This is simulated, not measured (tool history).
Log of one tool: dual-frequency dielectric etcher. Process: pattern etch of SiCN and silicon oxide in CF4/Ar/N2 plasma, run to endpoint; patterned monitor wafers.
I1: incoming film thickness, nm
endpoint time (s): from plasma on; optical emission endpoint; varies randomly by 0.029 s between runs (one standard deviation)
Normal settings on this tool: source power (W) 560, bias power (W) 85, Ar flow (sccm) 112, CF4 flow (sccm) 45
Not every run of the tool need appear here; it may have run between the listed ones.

{"run": 1, "hour": 0.0, "source power (W)": 560, "bias power (W)": 85, "Ar flow (sccm)": 112, "CF4 flow (sccm)": 45, "I1": 9.38, "endpoint time (s)": 9.6}
{"run": 2, "hour": 7.9, "source power (W)": 560, "bias power (W)": 85, "Ar flow (sccm)": 112, "CF4 flow (sccm)": 45, "I1": 9.33, "endpoint time (s)": 9.5}
{"run": 3, "hour": 17.9, "source power (W)": 560, "bias power (W)": 85, "Ar flow (sccm)": 112, "CF4 flow (sccm)": 45, "I1": 9.29, "endpoint time (s)": 9.5}
{"run": 4, "hour": 44.6, "source power (W)": 560, "bias power (W)": 85, "Ar flow (sccm)": 112, "CF4 flow (sccm)": 45, "I1": 9.33, "endpoint time (s)": 9.5}
{"run": 5, "hour": 50.8, "source power (W)": 560, "bias power (W)": 85, "Ar flow (sccm)": 112, "CF4 flow (sccm)": 45, "I1": 9.28, "endpoint time (s)": 9.4}
{"run": 6, "hour": 68.3, "source power (W)": 560, "bias power (W)": 85, "Ar flow (sccm)": 112, "CF4 flow (sccm)": 45, "I1": 9.3, "endpoint time (s)": 9.4}
{"run": 7, "hour": 86.3, "source power (W)": 560, "bias power (W)": 85, "Ar flow (sccm)": 112, "CF4 flow (sccm)": 45, "I1": 9.21, "endpoint time (s)": 9.3}
{"run": 8, "hour": 100.1, "source power (W)": 560, "bias power (W)": 85, "Ar flow (sccm)": 112, "CF4 flow (sccm)": 45, "I1": 9.27, "endpoint time (s)": 9.3}
{"run": 9, "hour": 109.7, "source power (W)": 560, "bias power (W)": 85, "Ar flow (sccm)": 112, "CF4 flow (sccm)": 45, "I1": 9.25, "endpoint time (s)": 9.4}
{"hour": 135.7, "done": "source power generator calibrated"}
{"run": 10, "hour": 143.5, "source power (W)": 560, "bias power (W)": 85, "Ar flow (sccm)": 112, "CF4 flow (sccm)": 45, "I1": 9.38, "endpoint time (s)": 9.4}
{"run": 11, "hour": 155.1, "source power (W)": 560, "bias power (W)": 85, "Ar flow (sccm)": 92, "CF4 flow (sccm)": 45, "I1": 9.34, "endpoint time (s)": 9.2}
{"hour": 165.7, "done": "CF4 flow controller replaced"}
{"run": 12, "hour": 166.2, "source power (W)": 560, "bias power (W)": 85, "Ar flow (sccm)": 92, "CF4 flow (sccm)": 45, "I1": 9.42, "endpoint time (s)": 9.2}
{"hour": 190.4, "done": "upper electrode replaced"}
{"run": 13, "hour": 190.9, "source power (W)": 560, "bias power (W)": 85, "Ar flow (sccm)": 128, "CF4 flow (sccm)": 45, "I1": 9.32, "endpoint time (s)": 9.5}
{"run": 14, "hour": 191.2, "source power (W)": 650, "bias power (W)": 70, "Ar flow (sccm)": 90, "CF4 flow (sccm)": 56, "I1": 9.28, "endpoint time (s)": 8.4}
{"hour": 219.0, "done": "Ar flow controller replaced"}
{"hour": 220.4, "done": "wet clean of the chamber"}
{"run": 15, "hour": 220.9, "source power (W)": 560, "bias power (W)": 85, "Ar flow (sccm)": 112, "CF4 flow (sccm)": 39, "I1": 9.28, "endpoint time (s)": 10.0}
{"run": 16, "hour": 221.2, "source power (W)": 490, "bias power (W)": 85, "Ar flow (sccm)": 135, "CF4 flow (sccm)": 45, "I1": 9.36, "endpoint time (s)": 10.9}
{"run": 17, "hour": 230.3, "source power (W)": 510, "bias power (W)": 65, "Ar flow (sccm)": 120, "CF4 flow (sccm)": 35, "I1": 9.25, "endpoint time (s)": 12.0}
{"hour": 238.6, "done": "bias power generator calibrated"}
{"run": 18, "hour": 242.0, "source power (W)": 560, "bias power (W)": 85, "Ar flow (sccm)": 112, "CF4 flow (sccm)": 45, "I1": 9.28, "endpoint time (s)": 9.6}
{"run": 19, "hour": 254.0, "source power (W)": 560, "bias power (W)": 92, "Ar flow (sccm)": 90, "CF4 flow (sccm)": 45, "I1": 9.35, "endpoint time (s)": 9.2}
{"run": 20, "hour": 269.4, "source power (W)": 630, "bias power (W)": 85, "Ar flow (sccm)": 112, "CF4 flow (sccm)": 42, "I1": 9.35, "endpoint time (s)": 9.1}
{"run": 21, "hour": 283.8, "source power (W)": 600, "bias power (W)": 85, "Ar flow (sccm)": 112, "CF4 flow (sccm)": 45, "I1": 9.2, "endpoint time (s)": 9.1}
{"run": 22, "hour": 301.8, "source power (W)": 560, "bias power (W)": 85, "Ar flow (sccm)": 112, "CF4 flow (sccm)": 45, "I1": 9.28, "endpoint time (s)": 9.6}

What does the tool deliver on the next run?
{"run": 23, "hour": 316.6, "source power (W)": 610, "bias power (W)": 85, "Ar flow (sccm)": 133, "CF4 flow (sccm)": 51, "I1": 9.35, "endpoint time (s)": "?"}

Run 23 yielded endpoint time (s) 9.1.
Were there no unlogged condition in the tool, this run, its random variation unchanged, would have produced endpoint time (s) 9.1.
